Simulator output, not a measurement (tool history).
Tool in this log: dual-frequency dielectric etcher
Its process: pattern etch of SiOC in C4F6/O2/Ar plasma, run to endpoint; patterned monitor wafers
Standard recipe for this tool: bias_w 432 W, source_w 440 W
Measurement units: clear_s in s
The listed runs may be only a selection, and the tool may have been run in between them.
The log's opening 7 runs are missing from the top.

run,hour,bias_w,source_w,wafers since the last listed run,hours since the last wet clean,hours since the last bias power generator calibration,hours since the last source power generator calibration,hours since the last upper electrode change,"incoming incoming film thickness, nm",clear_s
8,643.2,432,440,870,349.2,495.3,2422.3,1778.5,39.93,14.4
9,696.4,432,440,1081,402.4,548.5,2475.5,1831.7,40.42,14.6
10,753.2,432,360,1155,459.2,605.3,2532.3,1888.5,39.88,14.7
11,777.6,432,360,496,483.6,629.7,2556.7,1912.9,40.02,14.9
# hour 853.8: wet clean of the chamber
12,854.3,432,440,1071,0.5,706.4,2633.4,1989.6,39.67,14.7
13,865.3,432,440,223,11.5,717.4,2644.4,2000.6,40.08,14.6
14,905.9,432,440,825,52.1,758.0,2685.0,2041.2,39.78,14.5
15,965.9,399,420,1220,112.1,818.0,2745.0,2101.2,40.23,15.0
16,1032.6,399,420,1356,178.8,884.7,2811.7,2167.9,39.98,14.7
17,1094.4,432,440,1256,240.6,946.5,2873.5,2229.7,40.14,14.4
18,1139.5,390,380,917,285.7,991.6,2918.6,2274.8,40.00,15.1
# hour 1217.5: upper electrode replaced
19,1218.0,514,340,1108,364.2,1070.1,2997.1,0.5,40.08,14.6
20,1253.4,343,340,719,399.6,1105.5,3032.5,35.9,40.56,16.0
21,1293.0,474,440,805,439.2,1145.1,3072.1,75.5,40.28,14.1
# hour 1449.8: source power generator calibrated
# hour 1475.0: wet clean of the chamber
22,1475.5,480,350,3142,0.5,1327.6,25.7,258.0,39.77,14.9
23,1511.1,488,480,724,36.1,1363.2,61.3,293.6,39.73,13.9
24,1547.7,361,330,744,72.7,1399.8,97.9,330.2,39.46,16.0
# hour 1558.1: bias power generator calibrated
25,1577.1,525,530,516,102.1,19.0,127.3,359.6,39.76,13.5
26,1644.8,393,530,1376,169.8,86.7,195.0,427.3,40.13,14.3
27,1691.8,432,330,955,216.8,133.7,242.0,474.3,39.74,15.2

Run 28 is up next; what results do you expect?
28,1730.3,385,520,783,255.3,172.2,280.5,512.8,40.12,?

Run 28 came out at clear_s 14.1 s.
With the hidden condition absent and the run-to-run variation left alone, this run would have shown clear_s 14.4 s.

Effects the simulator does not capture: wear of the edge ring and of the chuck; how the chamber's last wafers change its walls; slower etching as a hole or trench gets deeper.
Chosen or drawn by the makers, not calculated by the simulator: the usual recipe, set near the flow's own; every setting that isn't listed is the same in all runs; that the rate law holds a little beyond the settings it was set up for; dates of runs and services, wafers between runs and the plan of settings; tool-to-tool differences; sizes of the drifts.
